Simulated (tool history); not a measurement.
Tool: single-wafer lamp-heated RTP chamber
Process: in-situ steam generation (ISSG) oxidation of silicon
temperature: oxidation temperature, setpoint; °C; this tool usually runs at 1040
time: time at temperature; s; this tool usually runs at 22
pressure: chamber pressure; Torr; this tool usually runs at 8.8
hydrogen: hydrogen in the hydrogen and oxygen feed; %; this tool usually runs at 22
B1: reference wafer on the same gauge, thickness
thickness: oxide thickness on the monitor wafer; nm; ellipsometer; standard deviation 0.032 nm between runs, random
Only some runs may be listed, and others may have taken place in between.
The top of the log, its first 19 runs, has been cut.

At day 59.95: gauge calibrated.
Run 20, day 60.054: usual settings but pressure 7.9 Torr, hydrogen 28 %; B1 7.477. Result: thickness 7.625 nm.
Run 21, day 62.575: usual settings; B1 7.474. Result: thickness 7.178 nm.
At day 63.433: pyrometer window cleaned and pyrometer calibrated.
Run 22, day 65.092: usual settings but pressure 8 Torr; B1 7.472. Result: thickness 7.135 nm.
Run 23, day 66.996: usual settings but temperature 1023 °C, pressure 8.1 Torr; B1 7.483. Result: thickness 6.582 nm.
Run 24, day 70.667: usual settings; B1 7.477. Result: thickness 7.13 nm.
Run 25, day 74.275: usual settings but hydrogen 29 %; B1 7.475. Result: thickness 7.595 nm.
Run 26, day 77.812: usual settings but time 16 s, pressure 8 Torr, hydrogen 30 %; B1 7.473. Result: thickness 6.62 nm.
Run 27, day 79.838: usual settings but temperature 1056 °C, time 26 s; B1 7.481. Result: thickness 8.476 nm.
Run 28, day 81.438: usual settings but temperature 1057 °C, hydrogen 16 %; B1 7.48. Result: thickness 7.297 nm.
Run 29, day 85.162: usual settings but time 19 s; B1 7.455. Result: thickness 6.693 nm.

Expected results for the next run?
Run 30, day 88.904: usual settings but time 18 s; B1 ?. Result: thickness ?.

B1: 7.487
thickness: 6.417 nm
If the tool had no hidden condition, the same run with the same run-to-run variation would have returned thickness 6.417 nm.
